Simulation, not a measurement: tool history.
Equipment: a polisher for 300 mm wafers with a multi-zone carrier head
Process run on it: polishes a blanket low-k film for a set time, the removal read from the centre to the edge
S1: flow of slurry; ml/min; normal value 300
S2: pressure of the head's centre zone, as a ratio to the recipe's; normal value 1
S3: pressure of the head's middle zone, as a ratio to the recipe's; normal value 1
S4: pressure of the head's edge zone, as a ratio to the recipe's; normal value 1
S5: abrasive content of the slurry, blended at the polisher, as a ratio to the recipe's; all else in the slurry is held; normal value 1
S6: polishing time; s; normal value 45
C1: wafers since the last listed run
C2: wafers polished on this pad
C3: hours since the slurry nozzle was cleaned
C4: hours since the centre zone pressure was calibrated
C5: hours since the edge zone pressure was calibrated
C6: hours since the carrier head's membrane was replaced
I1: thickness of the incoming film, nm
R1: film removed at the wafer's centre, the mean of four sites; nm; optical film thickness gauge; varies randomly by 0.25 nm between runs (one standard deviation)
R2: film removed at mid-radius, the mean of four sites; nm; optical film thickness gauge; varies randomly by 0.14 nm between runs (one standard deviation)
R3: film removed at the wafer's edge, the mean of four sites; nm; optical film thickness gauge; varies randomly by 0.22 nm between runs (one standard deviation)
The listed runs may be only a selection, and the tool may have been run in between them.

{"run": 1, "hour": 0.0, "S1": 300, "S2": 1, "S3": 1, "S4": 1, "S5": 1, "S6": 45, "C1": 0, "C2": 136, "C3": 239.8, "C4": 70.9, "C5": 539.6, "C6": 1118.8, "I1": 422.6, "R1": 22.6, "R2": 21.7, "R3": 21.5}
{"run": 2, "hour": 39.7, "S1": 300, "S2": 1, "S3": 1, "S4": 1, "S5": 1, "S6": 45, "C1": 336, "C2": 472, "C3": 279.5, "C4": 110.6, "C5": 579.3, "C6": 1158.5, "I1": 419.1, "R1": 22, "R2": 21.3, "R3": 21.1}
{"run": 3, "hour": 74.0, "S1": 300, "S2": 1, "S3": 1, "S4": 1, "S5": 1, "S6": 45, "C1": 290, "C2": 763, "C3": 313.8, "C4": 144.9, "C5": 613.6, "C6": 1192.8, "I1": 421.5, "R1": 21.6, "R2": 21.1, "R3": 20.8}
{"hour": 91.5, "done": "edge zone pressure recalibrated"}
{"hour": 112.8, "done": "slurry nozzle cleaned"}
{"run": 4, "hour": 120.6, "S1": 300, "S2": 1.07, "S3": 1, "S4": 1, "S5": 0.85, "S6": 45, "C1": 369, "C2": 1133, "C3": 7.8, "C4": 191.5, "C5": 29.1, "C6": 1239.4, "I1": 423.5, "R1": 20.5, "R2": 18.8, "R3": 19}
{"run": 5, "hour": 180.9, "S1": 300, "S2": 1, "S3": 1, "S4": 1, "S5": 1, "S6": 45, "C1": 511, "C2": 1644, "C3": 68.1, "C4": 251.8, "C5": 89.4, "C6": 1299.7, "I1": 425.1, "R1": 21.2, "R2": 20.7, "R3": 20.6}
{"hour": 194.4, "done": "worn pad replaced by a new one"}
{"run": 6, "hour": 208.4, "S1": 300, "S2": 1, "S3": 1, "S4": 1, "S5": 1, "S6": 45, "C1": 199, "C2": 119, "C3": 95.6, "C4": 279.3, "C5": 116.9, "C6": 1327.2, "I1": 426.7, "R1": 22.1, "R2": 21.6, "R3": 21.8}
{"run": 7, "hour": 257.3, "S1": 300, "S2": 1, "S3": 1, "S4": 1, "S5": 1, "S6": 45, "C1": 414, "C2": 533, "C3": 144.5, "C4": 328.2, "C5": 165.8, "C6": 1376.1, "I1": 420.7, "R1": 21.2, "R2": 21.3, "R3": 21.2}
{"hour": 313.5, "done": "centre zone pressure recalibrated"}
{"run": 8, "hour": 324.4, "S1": 300, "S2": 1, "S3": 1, "S4": 1, "S5": 1, "S6": 45, "C1": 551, "C2": 1085, "C3": 211.6, "C4": 10.9, "C5": 232.9, "C6": 1443.2, "I1": 421.7, "R1": 21.1, "R2": 20.7, "R3": 20.5}
{"hour": 354.9, "done": "carrier head's membrane replaced by a new one"}
{"run": 9, "hour": 378.1, "S1": 300, "S2": 1, "S3": 1, "S4": 1, "S5": 1, "S6": 45, "C1": 412, "C2": 1498, "C3": 265.3, "C4": 64.6, "C5": 286.6, "C6": 23.2, "I1": 421.5, "R1": 21, "R2": 20.8, "R3": 20.4}
{"hour": 393.6, "done": "worn pad replaced by a new one"}
{"run": 10, "hour": 425.4, "S1": 300, "S2": 1, "S3": 1, "S4": 1, "S5": 1, "S6": 45, "C1": 367, "C2": 269, "C3": 312.6, "C4": 111.9, "C5": 333.9, "C6": 70.5, "I1": 426.4, "R1": 22.2, "R2": 21.7, "R3": 21.3}
{"run": 11, "hour": 473.4, "S1": 300, "S2": 1, "S3": 1.06, "S4": 0.89, "S5": 1, "S6": 45, "C1": 406, "C2": 676, "C3": 360.6, "C4": 159.9, "C5": 381.9, "C6": 118.5, "I1": 428.4, "R1": 21.8, "R2": 22, "R3": 20.2}
{"run": 12, "hour": 499.2, "S1": 300, "S2": 1, "S3": 0.94, "S4": 1, "S5": 1.25, "S6": 52, "C1": 218, "C2": 894, "C3": 386.4, "C4": 185.7, "C5": 407.7, "C6": 144.3, "I1": 426.3, "R1": 27.6, "R2": 25.2, "R3": 26.6}
{"hour": 515.0, "done": "slurry nozzle cleaned"}
{"run": 13, "hour": 547.7, "S1": 235, "S2": 1, "S3": 1.04, "S4": 1.06, "S5": 1, "S6": 45, "C1": 402, "C2": 1297, "C3": 32.7, "C4": 234.2, "C5": 456.2, "C6": 192.8, "I1": 421, "R1": 20.3, "R2": 21, "R3": 20.9}
{"hour": 570.4, "done": "worn pad replaced by a new one"}
{"run": 14, "hour": 576.7, "S1": 300, "S2": 1, "S3": 1, "S4": 1, "S5": 1, "S6": 45, "C1": 211, "C2": 53, "C3": 61.7, "C4": 263.2, "C5": 485.2, "C6": 221.8, "I1": 419.5, "R1": 22.5, "R2": 21.7, "R3": 22}
{"run": 15, "hour": 618.9, "S1": 300, "S2": 1, "S3": 1.12, "S4": 0.92, "S5": 1, "S6": 59, "C1": 357, "C2": 411, "C3": 103.9, "C4": 305.4, "C5": 527.4, "C6": 264, "I1": 422.9, "R1": 28.4, "R2": 30.5, "R3": 26.9}
{"run": 16, "hour": 672.7, "S1": 300, "S2": 1, "S3": 1, "S4": 1, "S5": 1, "S6": 45, "C1": 456, "C2": 867, "C3": 157.7, "C4": 359.2, "C5": 581.2, "C6": 317.8, "I1": 421, "R1": 21.6, "R2": 20.9, "R3": 20.8}
{"hour": 674.9, "done": "centre zone pressure recalibrated"}
{"hour": 735.4, "done": "edge zone pressure recalibrated"}
{"run": 17, "hour": 735.9, "S1": 300, "S2": 1, "S3": 1, "S4": 0.92, "S5": 1, "S6": 45, "C1": 501, "C2": 1369, "C3": 220.9, "C4": 61, "C5": 0.5, "C6": 381, "I1": 413.8, "R1": 21.2, "R2": 20.5, "R3": 19.8}
{"hour": 760.1, "done": "worn pad replaced by a new one"}
{"run": 18, "hour": 789.9, "S1": 300, "S2": 1.08, "S3": 1, "S4": 1.12, "S5": 1.25, "S6": 41, "C1": 423, "C2": 252, "C3": 274.9, "C4": 115, "C5": 54.5, "C6": 435, "I1": 417.9, "R1": 23.1, "R2": 21.4, "R3": 22.7}
{"run": 19, "hour": 844.1, "S1": 300, "S2": 1, "S3": 1, "S4": 1, "S5": 1.2, "S6": 45, "C1": 459, "C2": 711, "C3": 329.1, "C4": 169.2, "C5": 108.7, "C6": 489.2, "I1": 419.7, "R1": 22.9, "R2": 22.5, "R3": 22.8}
{"hour": 880.9, "done": "slurry nozzle cleaned"}
{"run": 20, "hour": 881.7, "S1": 300, "S2": 1.08, "S3": 1, "S4": 1.1, "S5": 1.2, "S6": 45, "C1": 310, "C2": 1021, "C3": 0.8, "C4": 206.8, "C5": 146.3, "C6": 526.8, "I1": 418.4, "R1": 24.3, "R2": 22.6, "R3": 23.6}
{"hour": 928.1, "done": "worn pad replaced by a new one"}
{"run": 21, "hour": 936.1, "S1": 300, "S2": 1, "S3": 1, "S4": 1, "S5": 1.15, "S6": 45, "C1": 427, "C2": 68, "C3": 55.2, "C4": 261.2, "C5": 200.7, "C6": 581.2, "I1": 415.3, "R1": 24.1, "R2": 23.4, "R3": 23.1}

Take each entry between the runs: how does the hidden state at the last listed run before it differ from the hidden state at the first listed run after it?
From run 3 to run 4: edge zone pressure recalibrated (hour 91.5); slurry nozzle cleaned (hour 112.8)
  removal rate lost through wear of the pad, %: 5.42 -> 6.32
  measured minus no-state result, R1: -1.3 -> -1.3 nm; R2: -1.2 -> -1.3 nm; R3: -1.2 -> -1.3 nm
From run 5 to run 6: worn pad replaced by a new one (hour 194.4)
  removal rate lost through wear of the pad, %: 6.84 -> 1.99
  measured minus no-state result, R1: -1.6 -> -0.5 nm; R2: -1.6 -> -0.5 nm; R3: -1.5 -> -0.5 nm
From run 7 to run 8: centre zone pressure recalibrated (hour 313.5)
  removal rate lost through wear of the pad, %: 4.98 -> 6.7
  measured minus no-state result, R1: -1.1 -> -1.5 nm; R2: -1.1 -> -1.5 nm; R3: -1.1 -> -1.5 nm
From run 8 to run 9: carrier head's membrane replaced by a new one (hour 354.9)
  removal rate lost through wear of the pad, %: 6.7 -> 7.23
  measured minus no-state result, R1: -1.5 -> -1.6 nm; R2: -1.5 -> -1.6 nm; R3: -1.5 -> -1.6 nm
From run 9 to run 10: worn pad replaced by a new one (hour 393.6)
  removal rate lost through wear of the pad, %: 7.23 -> 3.3
  measured minus no-state result, R1: -1.6 -> -0.8 nm; R2: -1.6 -> -0.7 nm; R3: -1.6 -> -0.7 nm
From run 12 to run 13: slurry nozzle cleaned (hour 515)
  removal rate lost through wear of the pad, %: 6.22 -> 6.95
  measured minus no-state result, R1: -1.9 -> -1.5 nm; R2: -1.7 -> -1.6 nm; R3: -1.8 -> -1.5 nm
From run 13 to run 14: worn pad replaced by a new one (hour 570.4)
  removal rate lost through wear of the pad, %: 6.95 -> 1.24
  measured minus no-state result, R1: -1.5 -> -0.2 nm; R2: -1.6 -> -0.2 nm; R3: -1.5 -> -0.2 nm
From run 16 to run 17: centre zone pressure recalibrated (hour 674.9); edge zone pressure recalibrated (hour 735.4)
  removal rate lost through wear of the pad, %: 6.15 -> 7.05
  measured minus no-state result, R1: -1.4 -> -1.6 nm; R2: -1.4 -> -1.6 nm; R3: -1.4 -> -1.5 nm
From run 17 to run 18: worn pad replaced by a new one (hour 760.1)
  removal rate lost through wear of the pad, %: 7.05 -> 4.09
  measured minus no-state result, R1: -1.6 -> -1 nm; R2: -1.6 -> -0.9 nm; R3: -1.5 -> -1 nm
From run 19 to run 20: slurry nozzle cleaned (hour 880.9)
  removal rate lost through wear of the pad, %: 6.61 -> 7.46
  measured minus no-state result, R1: -1.6 -> -1.9 nm; R2: -1.6 -> -1.8 nm; R3: -1.6 -> -1.9 nm
From run 20 to run 21: worn pad replaced by a new one (hour 928.1)
  removal rate lost through wear of the pad, %: 7.46 -> 1.65
  measured minus no-state result, R1: -1.9 -> -0.4 nm; R2: -1.8 -> -0.4 nm; R3: -1.9 -> -0.4 nm

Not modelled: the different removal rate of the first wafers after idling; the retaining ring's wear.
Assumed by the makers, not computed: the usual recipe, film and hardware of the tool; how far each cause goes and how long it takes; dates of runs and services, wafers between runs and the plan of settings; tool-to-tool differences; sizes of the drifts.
